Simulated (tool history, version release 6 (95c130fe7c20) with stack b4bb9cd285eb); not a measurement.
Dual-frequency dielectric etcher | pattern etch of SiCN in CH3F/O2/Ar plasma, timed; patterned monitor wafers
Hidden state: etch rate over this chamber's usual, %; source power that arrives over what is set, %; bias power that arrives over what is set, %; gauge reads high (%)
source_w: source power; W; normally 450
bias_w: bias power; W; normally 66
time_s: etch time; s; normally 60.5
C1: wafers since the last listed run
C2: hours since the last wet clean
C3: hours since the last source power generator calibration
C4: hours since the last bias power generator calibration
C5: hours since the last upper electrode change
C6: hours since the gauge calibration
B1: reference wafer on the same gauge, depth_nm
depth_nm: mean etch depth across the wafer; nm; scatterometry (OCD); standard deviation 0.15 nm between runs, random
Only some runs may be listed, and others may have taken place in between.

{"run": 1, "hour": 0.0, "source_w": 450, "bias_w": 56, "time_s": 48.5, "C1": 0, "C2": 158.2, "C3": 3130.8, "C4": 4132.0, "C5": 1958.3, "C6": 187.7, "B1": 18.02, "depth_nm": 16.66}
{"run": 2, "hour": 34.7, "source_w": 450, "bias_w": 56, "time_s": 48.5, "C1": 344, "C2": 192.9, "C3": 3165.5, "C4": 4166.7, "C5": 1993.0, "C6": 222.4, "B1": 18.01, "depth_nm": 16.74}
{"run": 3, "hour": 53.0, "source_w": 450, "bias_w": 66, "time_s": 64.5, "C1": 181, "C2": 211.2, "C3": 3183.8, "C4": 4185.0, "C5": 2011.3, "C6": 240.7, "B1": 18.0, "depth_nm": 24.15}
{"run": 4, "hour": 77.0, "source_w": 390, "bias_w": 66, "time_s": 60.5, "C1": 238, "C2": 235.2, "C3": 3207.8, "C4": 4209.0, "C5": 2035.3, "C6": 264.7, "B1": 18.01, "depth_nm": 21.74}
{"run": 5, "hour": 92.4, "source_w": 450, "bias_w": 66, "time_s": 60.5, "C1": 153, "C2": 250.6, "C3": 3223.2, "C4": 4224.4, "C5": 2050.7, "C6": 280.1, "B1": 18.02, "depth_nm": 22.72}
{"run": 6, "hour": 121.9, "source_w": 450, "bias_w": 66, "time_s": 60.5, "C1": 293, "C2": 280.1, "C3": 3252.7, "C4": 4253.9, "C5": 2080.2, "C6": 309.6, "B1": 18.02, "depth_nm": 23.25}
{"run": 7, "hour": 154.6, "source_w": 450, "bias_w": 66, "time_s": 60.5, "C1": 324, "C2": 312.8, "C3": 3285.4, "C4": 4286.6, "C5": 2112.9, "C6": 342.3, "B1": 17.98, "depth_nm": 22.78}
{"run": 8, "hour": 187.4, "source_w": 450, "bias_w": 66, "time_s": 60.5, "C1": 325, "C2": 345.6, "C3": 3318.2, "C4": 4319.4, "C5": 2145.7, "C6": 375.1, "B1": 17.99, "depth_nm": 23.14}
{"run": 9, "hour": 212.2, "source_w": 450, "bias_w": 66, "time_s": 60.5, "C1": 246, "C2": 370.4, "C3": 3343.0, "C4": 4344.2, "C5": 2170.5, "C6": 399.9, "B1": 17.99, "depth_nm": 22.97}
{"run": 10, "hour": 226.0, "source_w": 450, "bias_w": 66, "time_s": 60.5, "C1": 137, "C2": 384.2, "C3": 3356.8, "C4": 4358.0, "C5": 2184.3, "C6": 413.7, "B1": 18.03, "depth_nm": 23.1}
{"hour": 243.5, "done": "bias power generator calibrated"}
{"run": 11, "hour": 244.0, "source_w": 530, "bias_w": 66, "time_s": 60.5, "C1": 139, "C2": 402.2, "C3": 3374.8, "C4": 0.5, "C5": 2202.3, "C6": 431.7, "B1": 17.99, "depth_nm": 24.36}
{"run": 12, "hour": 267.6, "source_w": 540, "bias_w": 66, "time_s": 67.5, "C1": 234, "C2": 425.8, "C3": 3398.4, "C4": 24.1, "C5": 2225.9, "C6": 455.3, "B1": 18.01, "depth_nm": 27.87}
{"run": 13, "hour": 301.3, "source_w": 370, "bias_w": 60, "time_s": 60.5, "C1": 334, "C2": 459.5, "C3": 3432.1, "C4": 57.8, "C5": 2259.6, "C6": 489.0, "B1": 17.95, "depth_nm": 20.48}
{"run": 14, "hour": 324.5, "source_w": 370, "bias_w": 51, "time_s": 43.5, "C1": 230, "C2": 482.7, "C3": 3455.3, "C4": 81.0, "C5": 2282.8, "C6": 512.2, "B1": 18.02, "depth_nm": 13.72}
{"hour": 324.6, "done": "gauge calibrated"}
{"hour": 351.2, "done": "upper electrode replaced, of another model than before"}
{"run": 15, "hour": 351.7, "source_w": 450, "bias_w": 53, "time_s": 60.5, "C1": 31, "C2": 509.9, "C3": 3482.5, "C4": 108.2, "C5": 0.5, "C6": 27.1, "B1": 17.97, "depth_nm": 21.81}
{"run": 16, "hour": 355.8, "source_w": 360, "bias_w": 55, "time_s": 60.5, "C1": 40, "C2": 514.0, "C3": 3486.6, "C4": 112.3, "C5": 4.6, "C6": 31.2, "B1": 17.98, "depth_nm": 19.4}
{"run": 17, "hour": 376.7, "source_w": 450, "bias_w": 66, "time_s": 60.5, "C1": 207, "C2": 534.9, "C3": 3507.5, "C4": 133.2, "C5": 25.5, "C6": 52.1, "B1": 18.0, "depth_nm": 23.24}
{"hour": 399.5, "done": "source power generator calibrated"}
{"hour": 414.9, "done": "wet clean of the chamber"}
{"run": 18, "hour": 415.4, "source_w": 450, "bias_w": 66, "time_s": 73.5, "C1": 191, "C2": 0.5, "C3": 15.9, "C4": 171.9, "C5": 64.2, "C6": 90.8, "B1": 18.02, "depth_nm": 26.54}
{"run": 19, "hour": 430.9, "source_w": 520, "bias_w": 74, "time_s": 47.5, "C1": 154, "C2": 16.0, "C3": 31.4, "C4": 187.4, "C5": 79.7, "C6": 106.3, "B1": 18.01, "depth_nm": 19.38}
{"run": 20, "hour": 454.5, "source_w": 550, "bias_w": 66, "time_s": 49.0, "C1": 234, "C2": 39.6, "C3": 55.0, "C4": 211.0, "C5": 103.3, "C6": 129.9, "B1": 18.03, "depth_nm": 19.72}
{"run": 21, "hour": 486.0, "source_w": 450, "bias_w": 66, "time_s": 60.5, "C1": 313, "C2": 71.1, "C3": 86.5, "C4": 242.5, "C5": 134.8, "C6": 161.4, "B1": 17.98, "depth_nm": 22.08}
{"run": 22, "hour": 509.9, "source_w": 450, "bias_w": 66, "time_s": 60.5, "C1": 237, "C2": 95.0, "C3": 110.4, "C4": 266.4, "C5": 158.7, "C6": 185.3, "B1": 18.0, "depth_nm": 22.22}
{"run": 23, "hour": 530.5, "source_w": 500, "bias_w": 80, "time_s": 60.5, "C1": 204, "C2": 115.6, "C3": 131.0, "C4": 287.0, "C5": 179.3, "C6": 205.9, "B1": 18.0, "depth_nm": 25.34}

Here are 4 independent what-if runs from the current tool condition. What would each one return?
{"run": "A", "hour": 530.9, "source_w": 450, "bias_w": 66, "time_s": 71.0, "C1": 3, "C2": 116.0, "C3": 131.4, "C4": 287.4, "C5": 179.7, "C6": 206.3, "B1": "?", "depth_nm": "?"}
{"run": "B", "hour": 530.9, "source_w": 450, "bias_w": 56, "time_s": 60.5, "C1": 3, "C2": 116.0, "C3": 131.4, "C4": 287.4, "C5": 179.7, "C6": 206.3, "B1": "?", "depth_nm": "?"}
{"run": "C", "hour": 530.9, "source_w": 450, "bias_w": 54, "time_s": 46.5, "C1": 3, "C2": 116.0, "C3": 131.4, "C4": 287.4, "C5": 179.7, "C6": 206.3, "B1": "?", "depth_nm": "?"}
{"run": "D", "hour": 530.9, "source_w": 410, "bias_w": 55, "time_s": 60.5, "C1": 3, "C2": 116.0, "C3": 131.4, "C4": 287.4, "C5": 179.7, "C6": 206.3, "B1": "?", "depth_nm": "?"}

run=A B1=18.03 depth_nm=25.83
run=B B1=18.03 depth_nm=20.83
run=C B1=18.03 depth_nm=15.82
run=D B1=18.03 depth_nm=19.68
With the hidden condition removed and each run's random variation left untouched, the same runs would have given:
run=A depth_nm=25.81
run=B depth_nm=20.81
run=C depth_nm=15.81
run=D depth_nm=19.66

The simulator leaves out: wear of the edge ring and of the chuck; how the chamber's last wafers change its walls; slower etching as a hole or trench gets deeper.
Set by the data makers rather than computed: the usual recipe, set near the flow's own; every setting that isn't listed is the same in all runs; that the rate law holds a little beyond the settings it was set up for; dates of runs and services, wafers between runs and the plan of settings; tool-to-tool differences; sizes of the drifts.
